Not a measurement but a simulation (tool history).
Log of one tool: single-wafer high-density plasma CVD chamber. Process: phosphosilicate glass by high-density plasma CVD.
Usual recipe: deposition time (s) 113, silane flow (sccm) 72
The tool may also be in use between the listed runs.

run	hour	deposition time (s)	silane flow (sccm)	read-back reference wafer on the same gauge, thickness_nm	mean film thickness on the monitor wafer (Å)
1	0	98	72	858.702	6637.15
2	52.7	97	65	857.909	5943.5
3	122.9	97	65	851.459	5998.79
4	150.1	100	72	850.491	6700.18
5	204.4	100	72	850.919	6697.31
6	267.3	113	72	847.872	7551.74
7	298.9	113	72	845.936	7527.98
8	386.6	113	72	844.772	7536.9
9	470.8	113	82	845.146	8452.91
10	603.7	113	82	843.16	8400.01
11	758.1	113	72	840.294	7469.83
12	810.6	105	72	839.947	7011.65
13	849.7	105	72	839.978	6962.92
14	909.4	105	72	841.718	6996.84
15	946.6	113	72	836.867	7482.28
16	1006.8	113	72	840.769	7526.78
17	1077.2	113	67	840.504	6998.22
18	1107.1	113	72	839.465	7500.34
# hour 1149.4: gauge calibrated
19	1169.2	113	72	866.895	7788.57
20	1234.1	134	86	861.853	10654.94
21	1298	113	72	859.896	7660.68
22	1367.3	134	83	857.313	10293.03
23	1410	121	65	856.515	7508.85
# hour 1445.2: silane flow controller replaced
24	1473.2	102	83	855.356	7766.95
25	1519.6	93	64	853.36	5648.54
26	1707.5	113	72	850.345	7596.87
27	1733.6	119	84	847.739	9192.65
28	1759.8	103	83	847.884	7883.39
29	1810.1	128	85	849.551	9879.71
30	1859.7	113	72	847.677	7558.84

Run 31 has not been measured yet. What should we expect?
31	1918.4	113	72	?	?

read-back reference wafer on the same gauge, thickness_nm: 846.935
mean film thickness on the monitor wafer (Å): 7502.64
With the hidden condition absent and the run-to-run variation left alone, this run would have shown mean film thickness on the monitor wafer (Å) 7682.34.

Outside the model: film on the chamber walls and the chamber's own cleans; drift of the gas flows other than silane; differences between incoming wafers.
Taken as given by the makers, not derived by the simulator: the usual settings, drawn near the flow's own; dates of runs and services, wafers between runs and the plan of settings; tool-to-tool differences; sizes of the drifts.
